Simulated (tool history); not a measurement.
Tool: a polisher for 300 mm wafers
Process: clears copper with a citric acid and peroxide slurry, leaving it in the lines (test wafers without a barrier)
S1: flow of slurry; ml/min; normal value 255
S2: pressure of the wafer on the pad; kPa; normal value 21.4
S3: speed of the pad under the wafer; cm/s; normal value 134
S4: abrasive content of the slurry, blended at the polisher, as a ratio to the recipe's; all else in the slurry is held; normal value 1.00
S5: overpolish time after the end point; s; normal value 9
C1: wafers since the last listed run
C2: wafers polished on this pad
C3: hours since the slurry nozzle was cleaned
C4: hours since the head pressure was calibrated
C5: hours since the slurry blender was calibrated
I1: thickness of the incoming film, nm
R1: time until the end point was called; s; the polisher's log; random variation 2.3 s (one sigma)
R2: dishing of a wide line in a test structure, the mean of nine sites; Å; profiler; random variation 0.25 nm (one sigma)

{"run": 1, "hour": 0.0, "S1": 255, "S2": 21.4, "S3": 134, "S4": 1.0, "S5": 5, "C1": 0, "C2": 1247, "C3": 746.3, "C4": 584.8, "C5": 313.1, "I1": 369.5, "R1": 150.8, "R2": 99}
{"run": 2, "hour": 15.2, "S1": 255, "S2": 21.4, "S3": 134, "S4": 1.0, "S5": 5, "C1": 168, "C2": 1415, "C3": 761.5, "C4": 600.0, "C5": 328.3, "I1": 371.9, "R1": 155.4, "R2": 98}
{"run": 3, "hour": 41.7, "S1": 255, "S2": 21.4, "S3": 134, "S4": 1.0, "S5": 5, "C1": 293, "C2": 1709, "C3": 788.0, "C4": 626.5, "C5": 354.8, "I1": 372.0, "R1": 155.9, "R2": 98}
{"hour": 65.9, "done": "slurry blender recalibrated"}
{"run": 4, "hour": 71.0, "S1": 255, "S2": 21.4, "S3": 134, "S4": 1.0, "S5": 9, "C1": 302, "C2": 2012, "C3": 817.3, "C4": 655.8, "C5": 5.1, "I1": 368.9, "R1": 157.7, "R2": 170}
{"run": 5, "hour": 86.6, "S1": 255, "S2": 21.4, "S3": 134, "S4": 1.0, "S5": 9, "C1": 173, "C2": 2185, "C3": 832.9, "C4": 671.4, "C5": 20.7, "I1": 361.5, "R1": 154.4, "R2": 170}
{"hour": 93.6, "done": "worn pad replaced by a new one"}
{"run": 6, "hour": 103.1, "S1": 255, "S2": 21.4, "S3": 162, "S4": 1.0, "S5": 9, "C1": 138, "C2": 105, "C3": 849.4, "C4": 687.9, "C5": 37.2, "I1": 372.0, "R1": 129.6, "R2": 203}
{"hour": 110.9, "done": "slurry nozzle cleaned"}
{"run": 7, "hour": 121.7, "S1": 255, "S2": 21.4, "S3": 162, "S4": 1.0, "S5": 9, "C1": 195, "C2": 301, "C3": 10.8, "C4": 706.5, "C5": 55.8, "I1": 363.3, "R1": 128.8, "R2": 200}
{"run": 8, "hour": 148.3, "S1": 255, "S2": 21.4, "S3": 134, "S4": 1.25, "S5": 10, "C1": 295, "C2": 596, "C3": 37.4, "C4": 733.1, "C5": 82.4, "I1": 368.0, "R1": 151.5, "R2": 190}
{"run": 9, "hour": 166.2, "S1": 255, "S2": 21.4, "S3": 134, "S4": 1.15, "S5": 13, "C1": 198, "C2": 794, "C3": 55.3, "C4": 751.0, "C5": 100.3, "I1": 367.5, "R1": 155.1, "R2": 240}
{"run": 10, "hour": 191.9, "S1": 255, "S2": 21.4, "S3": 134, "S4": 1.0, "S5": 9, "C1": 285, "C2": 1079, "C3": 81.0, "C4": 776.7, "C5": 126.0, "I1": 374.9, "R1": 165.7, "R2": 165}
{"run": 11, "hour": 226.0, "S1": 255, "S2": 23.4, "S3": 134, "S4": 1.0, "S5": 9, "C1": 378, "C2": 1457, "C3": 115.1, "C4": 810.8, "C5": 160.1, "I1": 375.1, "R1": 148.6, "R2": 178}
{"run": 12, "hour": 238.4, "S1": 330, "S2": 21.4, "S3": 134, "S4": 1.0, "S5": 9, "C1": 137, "C2": 1595, "C3": 127.5, "C4": 823.2, "C5": 172.5, "I1": 371.9, "R1": 155.3, "R2": 168}
{"run": 13, "hour": 268.6, "S1": 220, "S2": 21.4, "S3": 134, "S4": 1.0, "S5": 9, "C1": 334, "C2": 1930, "C3": 157.7, "C4": 853.4, "C5": 202.7, "I1": 373.2, "R1": 167.2, "R2": 163}
{"hour": 284.6, "done": "worn pad replaced by a new one"}
{"run": 14, "hour": 287.5, "S1": 255, "S2": 21.4, "S3": 162, "S4": 1.0, "S5": 9, "C1": 165, "C2": 32, "C3": 176.6, "C4": 872.3, "C5": 221.6, "I1": 375.4, "R1": 139.9, "R2": 186}
{"run": 15, "hour": 317.4, "S1": 285, "S2": 21.4, "S3": 134, "S4": 0.9, "S5": 13, "C1": 331, "C2": 364, "C3": 206.5, "C4": 902.2, "C5": 251.5, "I1": 368.2, "R1": 164.6, "R2": 225}
{"hour": 324.7, "done": "head pressure recalibrated"}
{"run": 16, "hour": 350.0, "S1": 255, "S2": 17.2, "S3": 118, "S4": 0.85, "S5": 5, "C1": 339, "C2": 703, "C3": 239.1, "C4": 25.3, "C5": 284.1, "I1": 373.6, "R1": 210.3, "R2": 72}
{"run": 17, "hour": 385.1, "S1": 255, "S2": 21.4, "S3": 134, "S4": 1.0, "S5": 9, "C1": 389, "C2": 1093, "C3": 274.2, "C4": 60.4, "C5": 319.2, "I1": 378.1, "R1": 150.4, "R2": 182}
{"run": 18, "hour": 403.1, "S1": 255, "S2": 21.4, "S3": 134, "S4": 1.1, "S5": 6, "C1": 199, "C2": 1292, "C3": 292.2, "C4": 78.4, "C5": 337.2, "I1": 371.6, "R1": 147.3, "R2": 123}
{"hour": 409.0, "done": "slurry blender recalibrated"}
{"run": 19, "hour": 427.4, "S1": 255, "S2": 21.4, "S3": 102, "S4": 1.0, "S5": 6, "C1": 247, "C2": 1539, "C3": 316.5, "C4": 102.7, "C5": 18.4, "I1": 370.1, "R1": 190.4, "R2": 94}
{"run": 20, "hour": 454.1, "S1": 255, "S2": 21.4, "S3": 134, "S4": 1.0, "S5": 6, "C1": 296, "C2": 1836, "C3": 343.2, "C4": 129.4, "C5": 45.1, "I1": 368.2, "R1": 150.2, "R2": 123}
{"hour": 466.7, "done": "worn pad replaced by a new one"}
{"run": 21, "hour": 472.1, "S1": 255, "S2": 21.4, "S3": 102, "S4": 1.0, "S5": 5, "C1": 155, "C2": 60, "C3": 361.2, "C4": 147.4, "C5": 63.1, "I1": 372.0, "R1": 197.2, "R2": 80}
{"run": 22, "hour": 540.8, "S1": 255, "S2": 15.9, "S3": 134, "S4": 1.0, "S5": 9, "C1": 761, "C2": 822, "C3": 429.9, "C4": 216.1, "C5": 131.8, "I1": 369.6, "R1": 199.5, "R2": 137}
{"run": 23, "hour": 556.2, "S1": 255, "S2": 21.4, "S3": 134, "S4": 1.0, "S5": 9, "C1": 170, "C2": 992, "C3": 445.3, "C4": 231.5, "C5": 147.2, "I1": 366.9, "R1": 146.4, "R2": 181}
{"run": 24, "hour": 589.5, "S1": 255, "S2": 21.4, "S3": 134, "S4": 1.0, "S5": 12, "C1": 369, "C2": 1362, "C3": 478.6, "C4": 264.8, "C5": 180.5, "I1": 366.7, "R1": 147.8, "R2": 234}
{"run": 25, "hour": 604.5, "S1": 255, "S2": 28.3, "S3": 174, "S4": 0.75, "S5": 9, "C1": 166, "C2": 1528, "C3": 493.6, "C4": 279.8, "C5": 195.5, "I1": 372.8, "R1": 90.2, "R2": 283}
{"run": 26, "hour": 620.8, "S1": 255, "S2": 15.2, "S3": 160, "S4": 1.1, "S5": 5, "C1": 180, "C2": 1709, "C3": 509.9, "C4": 296.1, "C5": 211.8, "I1": 370.5, "R1": 169.1, "R2": 89}
{"run": 27, "hour": 633.0, "S1": 255, "S2": 21.4, "S3": 162, "S4": 1.0, "S5": 9, "C1": 135, "C2": 1844, "C3": 522.1, "C4": 308.3, "C5": 224.0, "I1": 374.8, "R1": 126.5, "R2": 210}

Hidden state, per run?
removal rate lost through wear of the pad, %: 0, the same for each run
slurry flow missing at the pad, %: 0, the same for each run
abrasive missing from the slurry, %: 0, the same for each run
H1: deviation of the head's pressure from its setpoint, %
run=1 H1=-5.94
run=2 H1=-6.18
run=3 H1=-6.61
run=4 H1=-7.11
run=5 H1=-7.38
run=6 H1=-7.68
run=7 H1=-8.02
run=8 H1=-8.53
run=9 H1=-8.88
run=10 H1=-9.4
run=11 H1=-10.1
run=12 H1=-10.4
run=13 H1=-11.1
run=14 H1=-11.5
run=15 H1=-12.2
run=16 H1=-0.299
run=17 H1=-0.339
run=18 H1=-0.372
run=19 H1=-0.43
run=20 H1=-0.512
run=21 H1=-0.578
run=22 H1=-0.909
run=23 H1=-1
run=24 H1=-1.22
run=25 H1=-1.33
run=26 H1=-1.45
run=27 H1=-1.55
